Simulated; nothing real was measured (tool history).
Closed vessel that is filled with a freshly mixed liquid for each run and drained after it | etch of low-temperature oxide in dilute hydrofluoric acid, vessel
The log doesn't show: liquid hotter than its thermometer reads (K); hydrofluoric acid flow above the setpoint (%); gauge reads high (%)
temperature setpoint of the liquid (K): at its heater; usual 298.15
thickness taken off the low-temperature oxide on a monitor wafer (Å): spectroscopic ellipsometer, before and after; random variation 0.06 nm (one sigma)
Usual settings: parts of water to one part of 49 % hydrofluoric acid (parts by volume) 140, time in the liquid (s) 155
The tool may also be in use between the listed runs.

run    hour  temperature setpoint of the liquid (K)  parts of water to one part of 49 % hydrofluoric acid (parts by volume)  time in the liquid (s)  wafers since the last listed run  hours since the thermometer was replaced  hours since the hydrofluoric acid flow meter was replaced  hours since the gauge calibration  read-back film thickness of the low-temperature oxide reference wafer, read on the same gauge (nm)  thickness taken off the low-temperature oxide on a monitor wafer (Å)
  1     0.0                                  298.15                                                                     140                     155                                 0                                     678.6                                                     1438.2                              197.3                                                                                               50.02                                                                 135.2
  2    49.0                                  298.15                                                                     140                     155                              3709                                     727.6                                                     1487.2                              246.3                                                                                               50.00                                                                 134.0
  3   174.2                                  298.15                                                                     140                     155                              9478                                     852.8                                                     1612.4                              371.5                                                                                               50.00                                                                 135.4
  4   245.7                                  298.15                                                                     140                     155                              5412                                     924.3                                                     1683.9                              443.0                                                                                               50.03                                                                 135.7
  5   278.5                                  298.15                                                                     140                     155                              2483                                     957.1                                                     1716.7                              475.8                                                                                               50.01                                                                 136.5
  6   304.0                                  298.15                                                                     140                     155                              1930                                     982.6                                                     1742.2                              501.3                                                                                               50.00                                                                 136.6
  7   338.2                                  298.15                                                                     140                      95                              2589                                    1016.8                                                     1776.4                              535.5                                                                                               50.00                                                                  84.2
  8   407.8                                  298.15                                                                     140                      95                              5269                                    1086.4                                                     1846.0                              605.1                                                                                               49.99                                                                  84.1
  9   463.7                                  298.15                                                                      85                     155                              4231                                    1142.3                                                     1901.9                              661.0                                                                                               50.01                                                                 242.5
 10   522.1                                  298.15                                                                      85                     155                              4421                                    1200.7                                                     1960.3                              719.4                                                                                               50.00                                                                 244.1
 11   573.0                                  299.65                                                                     140                     155                              3853                                    1251.6                                                     2011.2                              770.3                                                                                               50.01                                                                 146.7
      617.2  -- hydrofluoric acid flow meter replaced
 12   640.3                                  298.15                                                                     140                     155                              5019                                    1318.9                                                       23.1                              837.6                                                                                               50.01                                                                 130.9
 13   683.8                                  298.15                                                                     140                     155                              3293                                    1362.4                                                       66.6                              881.1                                                                                               50.02                                                                 131.1
      700.1  -- gauge calibrated
 14   745.6                                  298.15                                                                     140                     155                              4678                                    1424.2                                                      128.4                               45.5                                                                                               50.00                                                                 131.1
 15   799.0                                  298.15                                                                     140                     155                              4042                                    1477.6                                                      181.8                               98.9                                                                                               49.98                                                                 132.0
 16   834.6                                  303.15                                                                     140                     155                              2695                                    1513.2                                                      217.4                              134.5                                                                                               50.00                                                                 159.3
 17   867.6                                  296.65                                                                     165                      70                              2498                                    1546.2                                                      250.4                              167.5                                                                                               49.97                                                                  46.5
 18   937.1                                  294.15                                                                     140                     235                              5261                                    1615.7                                                      319.9                              237.0                                                                                               49.99                                                                 171.8
 19   973.4                                  298.15                                                                     190                     155                              2748                                    1652.0                                                      356.2                              273.3                                                                                               49.99                                                                  91.9
 20  1000.3                                  298.15                                                                     140                     155                              2036                                    1678.9                                                      383.1                              300.2                                                                                               50.00                                                                 133.3
 21  1056.6                                  298.15                                                                     140                     155                              4262                                    1735.2                                                      439.4                              356.5                                                                                               50.00                                                                 134.0
 22  1119.5                                  298.15                                                                     170                     155                              4761                                    1798.1                                                      502.3                              419.4                                                                                               50.00                                                                 106.8
     1166.9  -- thermometer replaced
 23  1189.1                                  295.15                                                                     195                     155                              5193                                      22.2                                                      571.9                              489.0                                                                                               49.99                                                                  78.0
 24  1225.6                                  298.15                                                                     200                     110                              2763                                      58.7                                                      608.4                              525.5                                                                                               50.04                                                                  60.4
 25  1312.4                                  303.15                                                                     140                     155                              6571                                     145.5                                                      695.2                              612.3                                                                                               49.97                                                                 157.2
 26  1521.5                                  301.15                                                                     185                     155                             15830                                     354.6                                                      904.3                              821.4                                                                                               50.02                                                                 105.2
 27  1583.7                                  298.15                                                                     140                      95                              4708                                     416.8                                                      966.5                              883.6                                                                                               50.00                                                                  80.8
 28  1612.9                                  302.65                                                                     140                      60                              2210                                     446.0                                                      995.7                              912.8                                                                                               50.01                                                                  60.4
 29  1658.6                                  298.15                                                                     140                     155                              3459                                     491.7                                                     1041.4                              958.5                                                                                               50.00                                                                 132.3
 30  1686.1                                  298.15                                                                     140                     155                              2081                                     519.2                                                     1068.9                              986.0                                                                                               50.01                                                                 133.2
 31  1722.2                                  303.15                                                                      70                     215                              2732                                     555.3                                                     1105.0                             1022.1                                                                                               50.00                                                                 490.7

3 ways to go on from here, each from the tool as it stands after run 31. What would each give?
  A  1722.9                                  298.15                                                                     140                     155                                52                                     556.0                                                     1105.7                             1022.8                                                                                                   ?                                                                     ?
  B  1722.9                                  295.65                                                                     140                     100                                52                                     556.0                                                     1105.7                             1022.8                                                                                                   ?                                                                     ?
  C  1722.9                                  301.15                                                                     160                     155                                52                                     556.0                                                     1105.7                             1022.8                                                                                                   ?                                                                     ?

run  read-back film thickness of the low-temperature oxide reference wafer, read on the same gauge (nm)  thickness taken off the low-temperature oxide on a monitor wafer (Å)
  A                                                                                               50.00                                                                 132.3
  B                                                                                               50.00                                                                  77.5
  C                                                                                               50.00                                                                 126.4
Without the tool's hidden state the same runs would have given:
run  thickness taken off the low-temperature oxide on a monitor wafer (Å)
  A                                                                 126.6
  B                                                                  74.2
  C                                                                 120.9

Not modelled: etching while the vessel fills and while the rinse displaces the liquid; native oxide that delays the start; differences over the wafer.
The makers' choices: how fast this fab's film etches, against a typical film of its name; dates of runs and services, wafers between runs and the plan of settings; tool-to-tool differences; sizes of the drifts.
